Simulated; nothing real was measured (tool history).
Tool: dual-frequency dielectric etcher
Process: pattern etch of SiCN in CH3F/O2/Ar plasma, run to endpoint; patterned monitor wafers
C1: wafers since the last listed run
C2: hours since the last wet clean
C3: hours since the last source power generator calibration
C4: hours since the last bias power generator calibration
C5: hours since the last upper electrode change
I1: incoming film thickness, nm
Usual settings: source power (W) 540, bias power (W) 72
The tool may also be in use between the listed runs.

{"run": 1, "day": 0.0, "source power (W)": 540, "bias power (W)": 72, "C1": 0, "C2": 334.5, "C3": 3984.6, "C4": 4040.8, "C5": 5000.2, "I1": 6.78, "endpoint time (s)": 18.3}
{"run": 2, "day": 0.471, "source power (W)": 540, "bias power (W)": 72, "C1": 149, "C2": 345.8, "C3": 3995.9, "C4": 4052.1, "C5": 5011.5, "I1": 6.84, "endpoint time (s)": 18.5}
{"run": 3, "day": 0.908, "source power (W)": 540, "bias power (W)": 72, "C1": 138, "C2": 356.3, "C3": 4006.4, "C4": 4062.6, "C5": 5022.0, "I1": 6.85, "endpoint time (s)": 18.5}
{"run": 4, "day": 1.321, "source power (W)": 540, "bias power (W)": 83, "C1": 130, "C2": 366.2, "C3": 4016.3, "C4": 4072.5, "C5": 5031.9, "I1": 6.78, "endpoint time (s)": 17.7}
{"run": 5, "day": 2.046, "source power (W)": 540, "bias power (W)": 72, "C1": 230, "C2": 383.6, "C3": 4033.7, "C4": 4089.9, "C5": 5049.3, "I1": 6.76, "endpoint time (s)": 18.4}
{"run": 6, "day": 4.071, "source power (W)": 540, "bias power (W)": 72, "C1": 642, "C2": 432.2, "C3": 4082.3, "C4": 4138.5, "C5": 5097.9, "I1": 6.78, "endpoint time (s)": 18.3}
{"run": 7, "day": 4.342, "source power (W)": 540, "bias power (W)": 72, "C1": 85, "C2": 438.7, "C3": 4088.8, "C4": 4145.0, "C5": 5104.4, "I1": 6.76, "endpoint time (s)": 18.4}
{"day": 5.233, "done": "source power generator calibrated"}
{"day": 5.912, "done": "upper electrode replaced"}
{"run": 8, "day": 5.933, "source power (W)": 540, "bias power (W)": 59, "C1": 235, "C2": 476.9, "C3": 16.8, "C4": 4183.2, "C5": 0.5, "I1": 6.81, "endpoint time (s)": 19.4}
{"day": 7.542, "done": "bias power generator calibrated"}
{"day": 7.771, "done": "wet clean of the chamber"}
{"run": 9, "day": 7.792, "source power (W)": 460, "bias power (W)": 72, "C1": 463, "C2": 0.5, "C3": 61.4, "C4": 6.0, "C5": 45.1, "I1": 6.83, "endpoint time (s)": 19.9}
{"run": 10, "day": 7.804, "source power (W)": 460, "bias power (W)": 72, "C1": 3, "C2": 0.8, "C3": 61.7, "C4": 6.3, "C5": 45.4, "I1": 6.82, "endpoint time (s)": 20.1}
{"run": 11, "day": 7.821, "source power (W)": 460, "bias power (W)": 72, "C1": 5, "C2": 1.2, "C3": 62.1, "C4": 6.7, "C5": 45.8, "I1": 6.86, "endpoint time (s)": 19.9}
{"run": 12, "day": 8.488, "source power (W)": 540, "bias power (W)": 72, "C1": 211, "C2": 17.2, "C3": 78.1, "C4": 22.7, "C5": 61.8, "I1": 6.82, "endpoint time (s)": 17.8}
{"run": 13, "day": 8.908, "source power (W)": 650, "bias power (W)": 84, "C1": 133, "C2": 27.3, "C3": 88.2, "C4": 32.8, "C5": 71.9, "I1": 6.76, "endpoint time (s)": 15.6}
{"run": 14, "day": 10.667, "source power (W)": 470, "bias power (W)": 61, "C1": 558, "C2": 69.5, "C3": 130.4, "C4": 75.0, "C5": 114.1, "I1": 6.76, "endpoint time (s)": 20.2}
{"run": 15, "day": 11.171, "source power (W)": 500, "bias power (W)": 72, "C1": 160, "C2": 81.6, "C3": 142.5, "C4": 87.1, "C5": 126.2, "I1": 6.81, "endpoint time (s)": 18.9}
{"run": 16, "day": 11.9, "source power (W)": 480, "bias power (W)": 55, "C1": 231, "C2": 99.1, "C3": 160.0, "C4": 104.6, "C5": 143.7, "I1": 6.79, "endpoint time (s)": 20.5}
{"run": 17, "day": 12.158, "source power (W)": 540, "bias power (W)": 72, "C1": 81, "C2": 105.3, "C3": 166.2, "C4": 110.8, "C5": 149.9, "I1": 6.82, "endpoint time (s)": 18.0}
{"run": 18, "day": 12.579, "source power (W)": 540, "bias power (W)": 59, "C1": 133, "C2": 115.4, "C3": 176.3, "C4": 120.9, "C5": 160.0, "I1": 6.76, "endpoint time (s)": 18.8}
{"run": 19, "day": 12.883, "source power (W)": 540, "bias power (W)": 72, "C1": 96, "C2": 122.7, "C3": 183.6, "C4": 128.2, "C5": 167.3, "I1": 6.77, "endpoint time (s)": 17.9}
{"run": 20, "day": 13.45, "source power (W)": 620, "bias power (W)": 78, "C1": 179, "C2": 136.3, "C3": 197.2, "C4": 141.8, "C5": 180.9, "I1": 6.74, "endpoint time (s)": 16.3}
{"run": 21, "day": 13.775, "source power (W)": 620, "bias power (W)": 85, "C1": 103, "C2": 144.1, "C3": 205.0, "C4": 149.6, "C5": 188.7, "I1": 6.84, "endpoint time (s)": 16.3}
{"run": 22, "day": 14.312, "source power (W)": 480, "bias power (W)": 72, "C1": 170, "C2": 157.0, "C3": 217.9, "C4": 162.5, "C5": 201.6, "I1": 6.8, "endpoint time (s)": 19.2}
{"run": 23, "day": 14.562, "source power (W)": 540, "bias power (W)": 56, "C1": 79, "C2": 163.0, "C3": 223.9, "C4": 168.5, "C5": 207.6, "I1": 6.76, "endpoint time (s)": 18.9}
{"run": 24, "day": 15.038, "source power (W)": 540, "bias power (W)": 72, "C1": 150, "C2": 174.4, "C3": 235.3, "C4": 179.9, "C5": 219.0, "I1": 6.77, "endpoint time (s)": 18.2}

Forecast each of these 3 alternatives for the next run:
{"run": "A", "day": 15.054, "source power (W)": 540, "bias power (W)": 72, "C1": 5, "C2": 174.8, "C3": 235.7, "C4": 180.3, "C5": 219.4, "I1": 6.76, "endpoint time (s)": "?"}
{"run": "B", "day": 15.054, "source power (W)": 420, "bias power (W)": 56, "C1": 5, "C2": 174.8, "C3": 235.7, "C4": 180.3, "C5": 219.4, "I1": 6.76, "endpoint time (s)": "?"}
{"run": "C", "day": 15.054, "source power (W)": 450, "bias power (W)": 88, "C1": 5, "C2": 174.8, "C3": 235.7, "C4": 180.3, "C5": 219.4, "I1": 6.76, "endpoint time (s)": "?"}

run=A endpoint_time_(s)=18.0
run=B endpoint_time_(s)=22.5
run=C endpoint_time_(s)=19.2
Without the tool's hidden state the same runs would have given:
run=A endpoint_time_(s)=17.8
run=B endpoint_time_(s)=22.1
run=C endpoint_time_(s)=18.9

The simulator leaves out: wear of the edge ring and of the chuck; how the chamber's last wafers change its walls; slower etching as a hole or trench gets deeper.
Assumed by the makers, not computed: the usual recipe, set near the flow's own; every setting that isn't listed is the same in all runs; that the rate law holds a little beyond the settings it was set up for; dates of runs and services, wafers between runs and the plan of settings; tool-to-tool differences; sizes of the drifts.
